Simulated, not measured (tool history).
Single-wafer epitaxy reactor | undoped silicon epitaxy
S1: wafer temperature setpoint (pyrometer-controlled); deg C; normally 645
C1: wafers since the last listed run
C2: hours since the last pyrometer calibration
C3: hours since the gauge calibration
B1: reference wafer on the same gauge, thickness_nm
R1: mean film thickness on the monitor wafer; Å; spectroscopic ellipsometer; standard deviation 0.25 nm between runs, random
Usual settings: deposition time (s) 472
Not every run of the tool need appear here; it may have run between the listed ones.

Run 1, day 0.000: usual settings; C1 0; C2 1065.0; C3 535.9; B1 63.423. Result: R1 647.82 Å.
Run 2, day 0.750: usual settings; C1 96; C2 1083.0; C3 553.9; B1 63.418. Result: R1 640.78 Å.
Run 3, day 1.671: usual settings but S1 637 deg C; C1 118; C2 1105.1; C3 576.0; B1 63.425. Result: R1 549.13 Å.
Run 4, day 2.792: usual settings; C1 144; C2 1132.0; C3 602.9; B1 63.402. Result: R1 639.32 Å.
Run 5, day 3.646: usual settings; C1 110; C2 1152.5; C3 623.4; B1 63.382. Result: R1 639.52 Å.
Run 6, day 4.438: usual settings; C1 102; C2 1171.5; C3 642.4; B1 63.429. Result: R1 639.39 Å.
Run 7, day 5.200: usual settings; C1 98; C2 1189.8; C3 660.7; B1 63.385. Result: R1 642.10 Å.
Run 8, day 5.850: usual settings; C1 83; C2 1205.4; C3 676.3; B1 63.350. Result: R1 635.62 Å.
Run 9, day 6.808: usual settings; C1 123; C2 1228.4; C3 699.3; B1 63.361. Result: R1 639.58 Å.
Run 10, day 7.617: usual settings; C1 104; C2 1247.8; C3 718.7; B1 63.392. Result: R1 636.64 Å.
Run 11, day 8.438: usual settings; C1 106; C2 1267.5; C3 738.4; B1 63.384. Result: R1 632.68 Å.
Run 12, day 9.617: usual settings; C1 152; C2 1295.8; C3 766.7; B1 63.406. Result: R1 635.71 Å.
Run 13, day 10.800: usual settings; C1 152; C2 1324.2; C3 795.1; B1 63.433. Result: R1 626.80 Å.
Run 14, day 11.596: usual settings but deposition time (s) 449; C1 102; C2 1343.3; C3 814.2; B1 63.355. Result: R1 595.07 Å.
Run 15, day 12.921: usual settings but S1 651 deg C; C1 171; C2 1375.1; C3 846.0; B1 63.427. Result: R1 705.13 Å.
At day 12.958: gauge calibrated.
Run 16, day 14.217: usual settings but S1 651 deg C; C1 167; C2 1406.2; C3 30.2; B1 63.378. Result: R1 705.05 Å.
Run 17, day 15.117: usual settings but S1 652 deg C, deposition time (s) 566; C1 116; C2 1427.8; C3 51.8; B1 63.399. Result: R1 858.36 Å.
Run 18, day 16.442: usual settings but deposition time (s) 508; C1 171; C2 1459.6; C3 83.6; B1 63.387. Result: R1 668.80 Å.
Run 19, day 17.471: usual settings but S1 656 deg C, deposition time (s) 378; C1 132; C2 1484.3; C3 108.3; B1 63.398. Result: R1 613.89 Å.
Run 20, day 18.504: usual settings but S1 640 deg C, deposition time (s) 393; C1 133; C2 1509.1; C3 133.1; B1 63.388. Result: R1 468.10 Å.
Run 21, day 19.467: usual settings but S1 654 deg C, deposition time (s) 553; C1 124; C2 1532.2; C3 156.2; B1 63.378. Result: R1 861.66 Å.
Run 22, day 20.800: usual settings but S1 654 deg C, deposition time (s) 515; C1 172; C2 1564.2; C3 188.2; B1 63.427. Result: R1 799.11 Å.
At day 21.446: pyrometer calibrated.
Run 23, day 21.812: usual settings; C1 87; C2 8.8; C3 212.5; B1 63.413. Result: R1 668.11 Å.
Run 24, day 23.083: usual settings but S1 633 deg C, deposition time (s) 440; C1 164; C2 39.3; C3 243.0; B1 63.417. Result: R1 490.93 Å.
Run 25, day 24.304: usual settings but deposition time (s) 395; C1 157; C2 68.6; C3 272.3; B1 63.464. Result: R1 556.09 Å.
Run 26, day 25.142: usual settings but S1 653 deg C; C1 108; C2 88.7; C3 292.4; B1 63.456. Result: R1 775.20 Å.
Run 27, day 25.908: usual settings but S1 649 deg C, deposition time (s) 527; C1 99; C2 107.1; C3 310.8; B1 63.338. Result: R1 803.86 Å.
Run 28, day 27.350: usual settings but S1 638 deg C, deposition time (s) 526; C1 186; C2 141.7; C3 345.4; B1 63.387. Result: R1 647.74 Å.
Run 29, day 28.400: usual settings; C1 135; C2 166.9; C3 370.6; B1 63.380. Result: R1 664.40 Å.
Run 30, day 29.833: usual settings but S1 637 deg C, deposition time (s) 448; C1 185; C2 201.3; C3 405.0; B1 63.396. Result: R1 541.85 Å.
Run 31, day 30.838: usual settings; C1 129; C2 225.4; C3 429.1; B1 63.387. Result: R1 662.90 Å.
Run 32, day 31.375: usual settings but S1 653 deg C, deposition time (s) 514; C1 69; C2 238.3; C3 442.0; B1 63.418. Result: R1 840.43 Å.
Run 33, day 32.529: usual settings; C1 149; C2 266.0; C3 469.7; B1 63.424. Result: R1 666.52 Å.

Selected run-to-run steps in R1, each split into two signed amounts: the part the tool would show with no hidden state at all (from settings, incoming material and random variation), and the remainder, which goes to the hidden state together with any gauge scatter not common to the measured and the hidden-state-free results:
Unlogged tool condition in this case: wafer temperature above the value expected at the setpoint (K); gauge reads high (%).
Run 16 -> 17: S1 651 -> 652, deposition time (s) 472 -> 566. R1 +153.31 Å: hidden state -11.54, all else +164.85.
Run 17 -> 18: S1 652 -> 645, deposition time (s) 566 -> 508. R1 -189.56 Å: hidden state +9.57, all else -199.13.
Run 20 -> 21: S1 640 -> 654, deposition time (s) 393 -> 553. R1 +393.56 Å: hidden state -30.39, all else +423.95.
Run 22 -> 23: S1 654 -> 645, deposition time (s) 515 -> 472, pyrometer calibrated. R1 -131.00 Å: hidden state +65.11, all else -196.11.
Run 25 -> 26: S1 645 -> 653, deposition time (s) 395 -> 472. R1 +219.11 Å: hidden state +0.19, all else +218.92.
